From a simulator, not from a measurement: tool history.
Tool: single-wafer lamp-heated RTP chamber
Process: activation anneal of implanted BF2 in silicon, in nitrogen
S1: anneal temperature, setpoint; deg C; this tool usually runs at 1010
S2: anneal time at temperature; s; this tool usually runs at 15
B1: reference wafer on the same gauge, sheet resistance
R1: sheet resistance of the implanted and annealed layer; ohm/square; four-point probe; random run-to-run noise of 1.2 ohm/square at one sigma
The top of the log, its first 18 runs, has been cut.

| run | day | S1 | S2 | B1 | R1 |
|---|---|---|---|---|---|
| 19 | 35 | 1010 | 15 | 206.82 | 192.1 |
| 20 | 36.754 | 982 | 21 | 207.05 | 226.79 |
| 21 | 38.571 | 1031 | 15 | 207.13 | 160.01 |
| 22 | 40.425 | 996 | 11 | 207.04 | 219.63 |
| 23 | 41.783 | 998 | 8 | 207.01 | 226.1 |
|  | 44.458 | pyrometer window cleaned and pyrometer calibrated |
| 24 | 44.479 | 1032 | 23 | 207.32 | 151.52 |
| 25 | 47.104 | 1021 | 15 | 207.15 | 179.19 |
| 26 | 51.058 | 1010 | 8 | 206.81 | 215.45 |
| 27 | 52.921 | 1027 | 23 | 206.71 | 154.29 |
|  | 54.225 | gauge calibrated |
| 28 | 55.029 | 1010 | 15 | 206.68 | 190.09 |
| 29 | 56.217 | 996 | 18 | 206.83 | 204.44 |
| 30 | 57.875 | 1033 | 10 | 207.31 | 169.13 |
|  | 61.1 | pyrometer window cleaned and pyrometer calibrated |
| 31 | 61.121 | 1010 | 15 | 207.01 | 193.66 |
| 32 | 62.571 | 1010 | 15 | 206.88 | 196.63 |
| 33 | 64.238 | 1010 | 15 | 207.01 | 196.79 |
|  | 64.754 | reflector plate cleaned |
| 34 | 66.008 | 983 | 7 | 206.98 | 265.93 |
| 35 | 68.442 | 1021 | 12 | 207.13 | 184.11 |
| 36 | 70.633 | 1034 | 19 | 207.03 | 150.68 |

Each row is a separate what-if for the run after 36, all from the same tool condition, not one after another. Results?
| A | 70.65 | 999 | 15 | ? | ? |
| B | 70.65 | 1024 | 23 | ? | ? |
| C | 70.65 | 997 | 15 | ? | ? |
| D | 70.65 | 1024 | 7 | ? | ? |

| run | B1 | R1 |
|---|---|---|
| A | 206.88 | 208.2 |
| B | 206.88 | 156.34 |
| C | 206.88 | 211.65 |
| D | 206.88 | 197.63 |
Without the tool's hidden state the same runs would have given:
| run | R1 |
|---|---|
| A | 214.08 |
| B | 159.69 |
| C | 217.63 |
| D | 202.68 |
